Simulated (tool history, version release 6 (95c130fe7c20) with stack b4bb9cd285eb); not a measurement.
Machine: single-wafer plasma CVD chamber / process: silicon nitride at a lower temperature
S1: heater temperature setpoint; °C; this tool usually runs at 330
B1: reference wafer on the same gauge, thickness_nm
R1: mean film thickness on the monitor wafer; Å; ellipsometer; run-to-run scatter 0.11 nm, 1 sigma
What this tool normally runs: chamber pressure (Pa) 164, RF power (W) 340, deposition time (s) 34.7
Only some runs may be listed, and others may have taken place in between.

{"run": 1, "day": 0.0, "S1": 330, "chamber pressure (Pa)": 164, "RF power (W)": 340, "deposition time (s)": 38.7, "B1": 46.979, "R1": 484.82}
{"run": 2, "day": 2.829, "S1": 330, "chamber pressure (Pa)": 164, "RF power (W)": 375, "deposition time (s)": 34.7, "B1": 46.871, "R1": 472.52}
{"run": 3, "day": 4.383, "S1": 330, "chamber pressure (Pa)": 164, "RF power (W)": 340, "deposition time (s)": 36.4, "B1": 46.906, "R1": 454.26}
{"day": 4.904, "done": "thermocouple changed; heater temperature recalibrated"}
{"day": 8.021, "done": "showerhead replaced, of another model than before"}
{"run": 4, "day": 8.15, "S1": 330, "chamber pressure (Pa)": 164, "RF power (W)": 340, "deposition time (s)": 34.7, "B1": 46.973, "R1": 433.97}
{"day": 10.533, "done": "gauge calibrated"}
{"run": 5, "day": 11.021, "S1": 330, "chamber pressure (Pa)": 164, "RF power (W)": 340, "deposition time (s)": 34.7, "B1": 46.865, "R1": 434.82}
{"run": 6, "day": 15.15, "S1": 330, "chamber pressure (Pa)": 164, "RF power (W)": 340, "deposition time (s)": 34.7, "B1": 46.964, "R1": 434.56}
{"run": 7, "day": 16.692, "S1": 330, "chamber pressure (Pa)": 164, "RF power (W)": 340, "deposition time (s)": 34.7, "B1": 46.838, "R1": 430.32}
{"run": 8, "day": 19.067, "S1": 330, "chamber pressure (Pa)": 164, "RF power (W)": 340, "deposition time (s)": 37.5, "B1": 46.929, "R1": 467.8}
{"day": 19.554, "done": "RF generator calibrated"}
{"run": 9, "day": 23.179, "S1": 330, "chamber pressure (Pa)": 164, "RF power (W)": 340, "deposition time (s)": 37.5, "B1": 46.918, "R1": 474.35}
{"run": 10, "day": 25.942, "S1": 330, "chamber pressure (Pa)": 164, "RF power (W)": 340, "deposition time (s)": 34.7, "B1": 46.864, "R1": 441.76}
{"run": 11, "day": 29.796, "S1": 339, "chamber pressure (Pa)": 164, "RF power (W)": 320, "deposition time (s)": 40.4, "B1": 46.841, "R1": 491.52}
{"run": 12, "day": 33.75, "S1": 326, "chamber pressure (Pa)": 164, "RF power (W)": 340, "deposition time (s)": 31.7, "B1": 46.903, "R1": 404.61}
{"run": 13, "day": 35.367, "S1": 330, "chamber pressure (Pa)": 164, "RF power (W)": 340, "deposition time (s)": 34.7, "B1": 46.888, "R1": 441.54}
{"run": 14, "day": 37.275, "S1": 335, "chamber pressure (Pa)": 185, "RF power (W)": 340, "deposition time (s)": 30.5, "B1": 46.943, "R1": 408.97}
{"run": 15, "day": 40.45, "S1": 341, "chamber pressure (Pa)": 164, "RF power (W)": 315, "deposition time (s)": 34.7, "B1": 46.875, "R1": 415.6}
{"run": 16, "day": 44.417, "S1": 330, "chamber pressure (Pa)": 164, "RF power (W)": 340, "deposition time (s)": 34.7, "B1": 46.862, "R1": 439.9}
{"run": 17, "day": 47.3, "S1": 344, "chamber pressure (Pa)": 164, "RF power (W)": 360, "deposition time (s)": 34.7, "B1": 46.918, "R1": 454.54}
{"run": 18, "day": 50.325, "S1": 316, "chamber pressure (Pa)": 164, "RF power (W)": 295, "deposition time (s)": 34.7, "B1": 46.921, "R1": 399.17}
{"run": 19, "day": 55.608, "S1": 330, "chamber pressure (Pa)": 151, "RF power (W)": 340, "deposition time (s)": 32.0, "B1": 46.92, "R1": 388.99}
{"day": 56.575, "done": "capacitance manometer re-zeroed and calibrated"}
{"run": 20, "day": 57.212, "S1": 330, "chamber pressure (Pa)": 164, "RF power (W)": 340, "deposition time (s)": 34.7, "B1": 46.903, "R1": 438.54}
{"run": 21, "day": 59.242, "S1": 335, "chamber pressure (Pa)": 185, "RF power (W)": 340, "deposition time (s)": 30.5, "B1": 46.877, "R1": 405.29}
{"run": 22, "day": 61.708, "S1": 330, "chamber pressure (Pa)": 164, "RF power (W)": 340, "deposition time (s)": 34.7, "B1": 46.907, "R1": 438.41}
{"run": 23, "day": 65.408, "S1": 330, "chamber pressure (Pa)": 164, "RF power (W)": 340, "deposition time (s)": 37.5, "B1": 46.87, "R1": 475.58}
{"run": 24, "day": 68.988, "S1": 343, "chamber pressure (Pa)": 164, "RF power (W)": 340, "deposition time (s)": 34.7, "B1": 46.873, "R1": 436.88}
{"run": 25, "day": 72.221, "S1": 330, "chamber pressure (Pa)": 164, "RF power (W)": 340, "deposition time (s)": 34.7, "B1": 46.851, "R1": 438.38}
{"run": 26, "day": 73.925, "S1": 330, "chamber pressure (Pa)": 145, "RF power (W)": 340, "deposition time (s)": 34.7, "B1": 46.911, "R1": 412.95}
{"run": 27, "day": 75.9, "S1": 323, "chamber pressure (Pa)": 164, "RF power (W)": 340, "deposition time (s)": 34.7, "B1": 46.906, "R1": 439.03}
{"run": 28, "day": 80.467, "S1": 330, "chamber pressure (Pa)": 203, "RF power (W)": 340, "deposition time (s)": 34.7, "B1": 46.876, "R1": 477.65}

Predict each of these 4 candidate next runs independently; none follows another, all start after run 28:
{"run": "A", "day": 80.483, "S1": 330, "chamber pressure (Pa)": 164, "RF power (W)": 340, "deposition time (s)": 34.7, "B1": "?", "R1": "?"}
{"run": "B", "day": 80.483, "S1": 330, "chamber pressure (Pa)": 191, "RF power (W)": 280, "deposition time (s)": 29.5, "B1": "?", "R1": "?"}
{"run": "C", "day": 80.483, "S1": 330, "chamber pressure (Pa)": 196, "RF power (W)": 305, "deposition time (s)": 34.7, "B1": "?", "R1": "?"}
{"run": "D", "day": 80.483, "S1": 330, "chamber pressure (Pa)": 144, "RF power (W)": 385, "deposition time (s)": 41.5, "B1": "?", "R1": "?"}

run=A B1=46.900 R1=437.04
run=B B1=46.900 R1=343.87
run=C B1=46.900 R1=435.71
run=D B1=46.900 R1=534.07
Without the tool's unlogged condition, the same runs would have read:
run=A R1=442.72
run=B R1=348.73
run=C R1=441.70
run=D R1=541.01
